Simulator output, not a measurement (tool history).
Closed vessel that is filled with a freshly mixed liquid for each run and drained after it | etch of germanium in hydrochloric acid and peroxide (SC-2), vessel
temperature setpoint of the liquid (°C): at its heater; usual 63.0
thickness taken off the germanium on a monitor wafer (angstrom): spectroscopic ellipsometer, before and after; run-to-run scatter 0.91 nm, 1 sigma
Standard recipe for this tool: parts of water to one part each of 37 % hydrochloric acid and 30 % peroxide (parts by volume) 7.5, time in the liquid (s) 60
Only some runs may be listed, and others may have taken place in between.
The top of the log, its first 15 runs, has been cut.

run   hour  temperature setpoint of the liquid (°C)  parts of water to one part each of 37 % hydrochloric acid and 30 % peroxide (parts by volume)  time in the liquid (s)  read-back film thickness of the germanium reference wafer, read on the same gauge (nm)  thickness taken off the germanium on a monitor wafer (angstrom)
 16  332.4                                     63.0                                                                                            7.5                      35                                                                                   29.99                                                           1084.5
 17  359.6                                     58.5                                                                                            9.0                      75                                                                                   30.00                                                           2025.1
     376.7  -- chemicals flow meter replaced
     381.8  -- thermometer replaced
 18  382.3                                     63.0                                                                                           10.5                      60                                                                                   29.98                                                           1654.7
 19  396.1                                     71.0                                                                                            7.5                      60                                                                                   29.98                                                           2164.5
     397.1  -- gauge calibrated
 20  420.9                                     71.0                                                                                            7.5                      60                                                                                   30.01                                                           2162.8
 21  456.6                                     63.0                                                                                            6.0                      60                                                                                   29.99                                                           1754.2
 22  483.0                                     63.0                                                                                            7.5                      60                                                                                   29.98                                                           1731.2
 23  508.7                                     63.0                                                                                            7.5                      60                                                                                   30.01                                                           1726.0
 24  542.2                                     68.5                                                                                           11.0                      85                                                                                   29.99                                                           2766.5
 25  565.2                                     55.0                                                                                            7.5                      60                                                                                   30.00                                                           1371.4
 26  599.4                                     56.5                                                                                            7.5                      40                                                                                   30.01                                                            950.0
 27  617.9                                     60.5                                                                                            7.5                      45                                                                                   29.99                                                           1204.2
 28  653.6                                     63.0                                                                                            7.5                      40                                                                                   29.99                                                           1152.1
     665.3  -- new drum of peroxide connected
 29  678.6                                     66.5                                                                                            6.0                      60                                                                                   30.02                                                           1958.6
 30  702.1                                     71.0                                                                                            7.5                      60                                                                                   29.98                                                           2198.3
 31  716.0                                     66.0                                                                                           10.5                      80                                                                                   30.01                                                           2475.3

Below are 3 alternative next runs, each starting from the tool's condition after run 31. Predict each:
  A  716.7                                     63.0                                                                                            7.5                      60                                                                                       ?                                                                ?
  B  716.7                                     67.0                                                                                           11.5                      35                                                                                       ?                                                                ?
  C  716.7                                     72.0                                                                                            4.0                      50                                                                                       ?                                                                ?

run  read-back film thickness of the germanium reference wafer, read on the same gauge (nm)  thickness taken off the germanium on a monitor wafer (angstrom)
  A                                                                                   29.99                                                           1745.2
  B                                                                                   29.99                                                           1089.7
  C                                                                                   29.99                                                           1938.8
With the hidden condition removed and each run's random variation left untouched, the same runs would have given:
run  thickness taken off the germanium on a monitor wafer (angstrom)
  A                                                           1723.4
  B                                                           1076.8
  C                                                           1915.5
